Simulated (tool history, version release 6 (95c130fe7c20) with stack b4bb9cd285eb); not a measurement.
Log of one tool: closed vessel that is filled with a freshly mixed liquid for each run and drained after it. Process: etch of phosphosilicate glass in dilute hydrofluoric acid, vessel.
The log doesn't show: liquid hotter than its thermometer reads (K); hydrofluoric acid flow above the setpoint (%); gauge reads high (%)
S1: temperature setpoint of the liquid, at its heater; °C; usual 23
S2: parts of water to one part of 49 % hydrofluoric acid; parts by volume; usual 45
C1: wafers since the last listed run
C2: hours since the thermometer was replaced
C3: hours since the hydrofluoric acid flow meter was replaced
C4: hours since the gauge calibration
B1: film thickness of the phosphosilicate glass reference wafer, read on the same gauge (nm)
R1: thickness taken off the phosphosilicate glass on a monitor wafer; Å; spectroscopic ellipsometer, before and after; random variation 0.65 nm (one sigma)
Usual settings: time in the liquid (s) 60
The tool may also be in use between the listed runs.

Run 1, hour 0: usual settings but time in the liquid (s) 40; C1 0; C2 2157.5; C3 1599.1; C4 172.6; B1 50. Result: R1 809.7 Å.
Run 2, hour 25.4: usual settings but time in the liquid (s) 40; C1 2114; C2 2182.9; C3 1624.5; C4 198; B1 49.99. Result: R1 813.8 Å.
Run 3, hour 48.2: usual settings but time in the liquid (s) 40; C1 1898; C2 2205.7; C3 1647.3; C4 220.8; B1 50.02. Result: R1 818.9 Å.
Run 4, hour 60.9: usual settings but time in the liquid (s) 75; C1 1057; C2 2218.4; C3 1660; C4 233.5; B1 49.99. Result: R1 1513.7 Å.
At hour 68.7: gauge calibrated.
Run 5, hour 73.6: usual settings but time in the liquid (s) 75; C1 1057; C2 2231.1; C3 1672.7; C4 4.9; B1 49.99. Result: R1 1523.6 Å.
Run 6, hour 99.7: usual settings but time in the liquid (s) 75; C1 2173; C2 2257.2; C3 1698.8; C4 31; B1 50. Result: R1 1528.8 Å.
Run 7, hour 126.9: usual settings but time in the liquid (s) 35; C1 2264; C2 2284.4; C3 1726; C4 58.2; B1 50.02. Result: R1 719.7 Å.
Run 8, hour 157.9: usual settings but time in the liquid (s) 35; C1 2581; C2 2315.4; C3 1757; C4 89.2; B1 50.02. Result: R1 718.8 Å.

Forecast run 9:
At hour 172.8: thermometer replaced.
Run 9, hour 173.3: usual settings but time in the liquid (s) 90; C1 1198; C2 0.5; C3 1772.4; C4 104.6; B1 ?. Result: R1 ?.

Run 9 gave B1 49.98, R1 1836.1 Å.
Without the tool's hidden state the same run would have given R1 1602.3 Å.
